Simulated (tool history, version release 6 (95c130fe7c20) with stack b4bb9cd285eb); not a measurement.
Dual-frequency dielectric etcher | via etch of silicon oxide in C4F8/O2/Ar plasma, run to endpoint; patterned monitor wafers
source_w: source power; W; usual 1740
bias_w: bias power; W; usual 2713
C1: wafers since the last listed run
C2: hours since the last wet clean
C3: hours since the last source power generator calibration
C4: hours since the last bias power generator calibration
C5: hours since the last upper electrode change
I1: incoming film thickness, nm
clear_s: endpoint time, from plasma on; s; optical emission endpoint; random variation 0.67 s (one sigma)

{"run": 1, "hour": 0.0, "source_w": 1740, "bias_w": 2255, "C1": 0, "C2": 385.3, "C3": 4254.8, "C4": 3313.3, "C5": 4872.7, "I1": 1172.3, "clear_s": 241.9}
{"hour": 13.7, "done": "wet clean of the chamber"}
{"run": 2, "hour": 72.7, "source_w": 1740, "bias_w": 2713, "C1": 280, "C2": 59, "C3": 4327.5, "C4": 3386, "C5": 4945.4, "I1": 1163.8, "clear_s": 225.3}
{"run": 3, "hour": 157.6, "source_w": 1740, "bias_w": 2713, "C1": 403, "C2": 143.9, "C3": 4412.4, "C4": 3470.9, "C5": 5030.3, "I1": 1165.3, "clear_s": 227.3}
{"run": 4, "hour": 195.3, "source_w": 1990, "bias_w": 2713, "C1": 179, "C2": 181.6, "C3": 4450.1, "C4": 3508.6, "C5": 5068, "I1": 1166.6, "clear_s": 220.5}
{"run": 5, "hour": 292.8, "source_w": 1740, "bias_w": 2713, "C1": 463, "C2": 279.1, "C3": 4547.6, "C4": 3606.1, "C5": 5165.5, "I1": 1158.9, "clear_s": 229.2}
{"run": 6, "hour": 370.1, "source_w": 1650, "bias_w": 2713, "C1": 367, "C2": 356.4, "C3": 4624.9, "C4": 3683.4, "C5": 5242.8, "I1": 1152.1, "clear_s": 232.2}
{"run": 7, "hour": 412.2, "source_w": 1740, "bias_w": 3031, "C1": 200, "C2": 398.5, "C3": 4667, "C4": 3725.5, "C5": 5284.9, "I1": 1176.3, "clear_s": 230.5}
{"hour": 421.1, "done": "bias power generator calibrated"}
{"run": 8, "hour": 452.7, "source_w": 1740, "bias_w": 2295, "C1": 173, "C2": 439, "C3": 4707.5, "C4": 31.6, "C5": 5325.4, "I1": 1173.1, "clear_s": 241.8}
{"hour": 489.0, "done": "wet clean of the chamber"}
{"run": 9, "hour": 538.2, "source_w": 1740, "bias_w": 2295, "C1": 292, "C2": 49.2, "C3": 4793, "C4": 117.1, "C5": 5410.9, "I1": 1167.7, "clear_s": 232.2}
{"run": 10, "hour": 637.2, "source_w": 1570, "bias_w": 2104, "C1": 470, "C2": 148.2, "C3": 4892, "C4": 216.1, "C5": 5509.9, "I1": 1179.6, "clear_s": 246.5}
{"run": 11, "hour": 721.7, "source_w": 1390, "bias_w": 3152, "C1": 401, "C2": 232.7, "C3": 4976.5, "C4": 300.6, "C5": 5594.4, "I1": 1163.7, "clear_s": 235.4}
{"run": 12, "hour": 790.2, "source_w": 2130, "bias_w": 2910, "C1": 325, "C2": 301.2, "C3": 5045, "C4": 369.1, "C5": 5662.9, "I1": 1165.2, "clear_s": 214.1}
{"hour": 818.8, "done": "source power generator calibrated"}
{"run": 13, "hour": 835.5, "source_w": 1410, "bias_w": 3162, "C1": 196, "C2": 346.5, "C3": 16.7, "C4": 414.4, "C5": 5708.2, "I1": 1167.7, "clear_s": 237}
{"hour": 901.4, "done": "wet clean of the chamber"}
{"run": 14, "hour": 901.9, "source_w": 1740, "bias_w": 2713, "C1": 201, "C2": 0.5, "C3": 83.1, "C4": 480.8, "C5": 5774.6, "I1": 1172.1, "clear_s": 227.3}
{"hour": 980.0, "done": "upper electrode replaced"}
{"run": 15, "hour": 1000.7, "source_w": 2050, "bias_w": 2713, "C1": 355, "C2": 99.3, "C3": 181.9, "C4": 579.6, "C5": 20.7, "I1": 1166.5, "clear_s": 217.2}
{"run": 16, "hour": 1068.9, "source_w": 2160, "bias_w": 2178, "C1": 324, "C2": 167.5, "C3": 250.1, "C4": 647.8, "C5": 88.9, "I1": 1152.2, "clear_s": 219.7}
{"run": 17, "hour": 1170.0, "source_w": 1740, "bias_w": 2713, "C1": 480, "C2": 268.6, "C3": 351.2, "C4": 748.9, "C5": 190, "I1": 1173.6, "clear_s": 232.4}
{"run": 18, "hour": 1231.6, "source_w": 1740, "bias_w": 2713, "C1": 292, "C2": 330.2, "C3": 412.8, "C4": 810.5, "C5": 251.6, "I1": 1154, "clear_s": 230.1}

Hidden state or all else? Some run-to-run changes of clear_s, split into what the settings, what came in and random variation would give without the hidden state, and what is left for the hidden state (with any gauge scatter that isn't in both results):
The hidden state here: etch rate over this chamber's usual, %; source power that arrives over what is set, %; bias power that arrives over what is set, %.
Run 8 -> 9: wet clean of the chamber. clear_s -9.6 s: hidden state -8.4, all else -1.2.
Run 12 -> 13: source_w 2130 -> 1410, bias_w 2910 -> 3162, source power generator calibrated. clear_s +22.9 s: hidden state +1.5, all else +21.4.
